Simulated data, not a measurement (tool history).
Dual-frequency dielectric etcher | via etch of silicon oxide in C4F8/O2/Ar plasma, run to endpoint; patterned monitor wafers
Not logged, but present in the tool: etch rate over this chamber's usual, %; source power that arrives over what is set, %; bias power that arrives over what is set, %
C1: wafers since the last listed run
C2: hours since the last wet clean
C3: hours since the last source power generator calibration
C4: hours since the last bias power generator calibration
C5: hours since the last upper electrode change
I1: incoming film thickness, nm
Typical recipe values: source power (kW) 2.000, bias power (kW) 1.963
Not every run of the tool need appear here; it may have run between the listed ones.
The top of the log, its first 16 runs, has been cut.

{"run": 17, "hour": 283.9, "source power (kW)": 2.0, "bias power (kW)": 1.647, "C1": 1, "C2": 0.9, "C3": 112.1, "C4": 89.8, "C5": 29.3, "I1": 1827.3, "endpoint time (s)": 304.6}
{"run": 18, "hour": 298.0, "source power (kW)": 1.63, "bias power (kW)": 1.787, "C1": 50, "C2": 15.0, "C3": 126.2, "C4": 103.9, "C5": 43.4, "I1": 1819.5, "endpoint time (s)": 328.8}
{"run": 19, "hour": 313.9, "source power (kW)": 2.0, "bias power (kW)": 1.963, "C1": 57, "C2": 30.9, "C3": 142.1, "C4": 119.8, "C5": 59.3, "I1": 1789.3, "endpoint time (s)": 290.4}
{"run": 20, "hour": 323.9, "source power (kW)": 1.64, "bias power (kW)": 1.963, "C1": 35, "C2": 40.9, "C3": 152.1, "C4": 129.8, "C5": 69.3, "I1": 1811.1, "endpoint time (s)": 323.0}
{"run": 21, "hour": 337.3, "source power (kW)": 2.0, "bias power (kW)": 1.963, "C1": 48, "C2": 54.3, "C3": 165.5, "C4": 143.2, "C5": 82.7, "I1": 1808.0, "endpoint time (s)": 292.9}
{"run": 22, "hour": 343.9, "source power (kW)": 2.14, "bias power (kW)": 2.17, "C1": 23, "C2": 60.9, "C3": 172.1, "C4": 149.8, "C5": 89.3, "I1": 1802.9, "endpoint time (s)": 281.5}
{"run": 23, "hour": 369.4, "source power (kW)": 2.31, "bias power (kW)": 2.264, "C1": 91, "C2": 86.4, "C3": 197.6, "C4": 175.3, "C5": 114.8, "I1": 1812.4, "endpoint time (s)": 269.7}
{"run": 24, "hour": 379.2, "source power (kW)": 1.87, "bias power (kW)": 1.516, "C1": 35, "C2": 96.2, "C3": 207.4, "C4": 185.1, "C5": 124.6, "I1": 1822.8, "endpoint time (s)": 319.6}
{"run": 25, "hour": 390.4, "source power (kW)": 2.0, "bias power (kW)": 1.963, "C1": 40, "C2": 107.4, "C3": 218.6, "C4": 196.3, "C5": 135.8, "I1": 1816.8, "endpoint time (s)": 293.6}
{"run": 26, "hour": 401.0, "source power (kW)": 2.43, "bias power (kW)": 1.699, "C1": 38, "C2": 118.0, "C3": 229.2, "C4": 206.9, "C5": 146.4, "I1": 1833.8, "endpoint time (s)": 277.3}
{"run": 27, "hour": 407.9, "source power (kW)": 1.62, "bias power (kW)": 1.609, "C1": 24, "C2": 124.9, "C3": 236.1, "C4": 213.8, "C5": 153.3, "I1": 1815.1, "endpoint time (s)": 336.8}
{"run": 28, "hour": 414.8, "source power (kW)": 2.41, "bias power (kW)": 2.109, "C1": 24, "C2": 131.8, "C3": 243.0, "C4": 220.7, "C5": 160.2, "I1": 1805.5, "endpoint time (s)": 267.2}
{"hour": 441.1, "done": "wet clean of the chamber, repeated, since the last time left the tool worse"}
{"run": 29, "hour": 441.6, "source power (kW)": 1.82, "bias power (kW)": 2.264, "C1": 10, "C2": 0.5, "C3": 269.8, "C4": 247.5, "C5": 187.0, "I1": 1794.3, "endpoint time (s)": 314.3}
{"run": 30, "hour": 442.0, "source power (kW)": 2.34, "bias power (kW)": 1.799, "C1": 1, "C2": 0.9, "C3": 270.2, "C4": 247.9, "C5": 187.4, "I1": 1823.0, "endpoint time (s)": 300.3}
{"run": 31, "hour": 448.7, "source power (kW)": 1.72, "bias power (kW)": 1.679, "C1": 24, "C2": 7.6, "C3": 276.9, "C4": 254.6, "C5": 194.1, "I1": 1814.1, "endpoint time (s)": 346.0}
{"run": 32, "hour": 461.2, "source power (kW)": 2.49, "bias power (kW)": 1.506, "C1": 44, "C2": 20.1, "C3": 289.4, "C4": 267.1, "C5": 206.6, "I1": 1814.3, "endpoint time (s)": 294.2}
{"run": 33, "hour": 470.0, "source power (kW)": 1.52, "bias power (kW)": 2.319, "C1": 31, "C2": 28.9, "C3": 298.2, "C4": 275.9, "C5": 215.4, "I1": 1816.4, "endpoint time (s)": 345.6}
{"run": 34, "hour": 479.1, "source power (kW)": 2.0, "bias power (kW)": 1.963, "C1": 32, "C2": 38.0, "C3": 307.3, "C4": 285.0, "C5": 224.5, "I1": 1810.7, "endpoint time (s)": 315.9}
{"run": 35, "hour": 494.7, "source power (kW)": 2.17, "bias power (kW)": 1.963, "C1": 56, "C2": 53.6, "C3": 322.9, "C4": 300.6, "C5": 240.1, "I1": 1823.2, "endpoint time (s)": 304.6}
{"run": 36, "hour": 506.3, "source power (kW)": 2.0, "bias power (kW)": 1.963, "C1": 41, "C2": 65.2, "C3": 334.5, "C4": 312.2, "C5": 251.7, "I1": 1828.8, "endpoint time (s)": 315.5}

Consider 3 possible next runs. They are alternatives, not a sequence: every one starts from the tool as it was left by run 36. What does each give?
{"run": "A", "hour": 506.8, "source power (kW)": 2.0, "bias power (kW)": 1.963, "C1": 1, "C2": 65.7, "C3": 335.0, "C4": 312.7, "C5": 252.2, "I1": 1820.2, "endpoint time (s)": "?"}
{"run": "B", "hour": 506.8, "source power (kW)": 2.37, "bias power (kW)": 1.778, "C1": 1, "C2": 65.7, "C3": 335.0, "C4": 312.7, "C5": 252.2, "I1": 1820.2, "endpoint time (s)": "?"}
{"run": "C", "hour": 506.8, "source power (kW)": 1.57, "bias power (kW)": 1.76, "C1": 1, "C2": 65.7, "C3": 335.0, "C4": 312.7, "C5": 252.2, "I1": 1820.2, "endpoint time (s)": "?"}

run=A endpoint_time_(s)=315.2
run=B endpoint_time_(s)=296.7
run=C endpoint_time_(s)=359.0
Without the tool's unlogged condition, the same runs would have read:
run=A endpoint_time_(s)=315.7
run=B endpoint_time_(s)=297.2
run=C endpoint_time_(s)=359.6

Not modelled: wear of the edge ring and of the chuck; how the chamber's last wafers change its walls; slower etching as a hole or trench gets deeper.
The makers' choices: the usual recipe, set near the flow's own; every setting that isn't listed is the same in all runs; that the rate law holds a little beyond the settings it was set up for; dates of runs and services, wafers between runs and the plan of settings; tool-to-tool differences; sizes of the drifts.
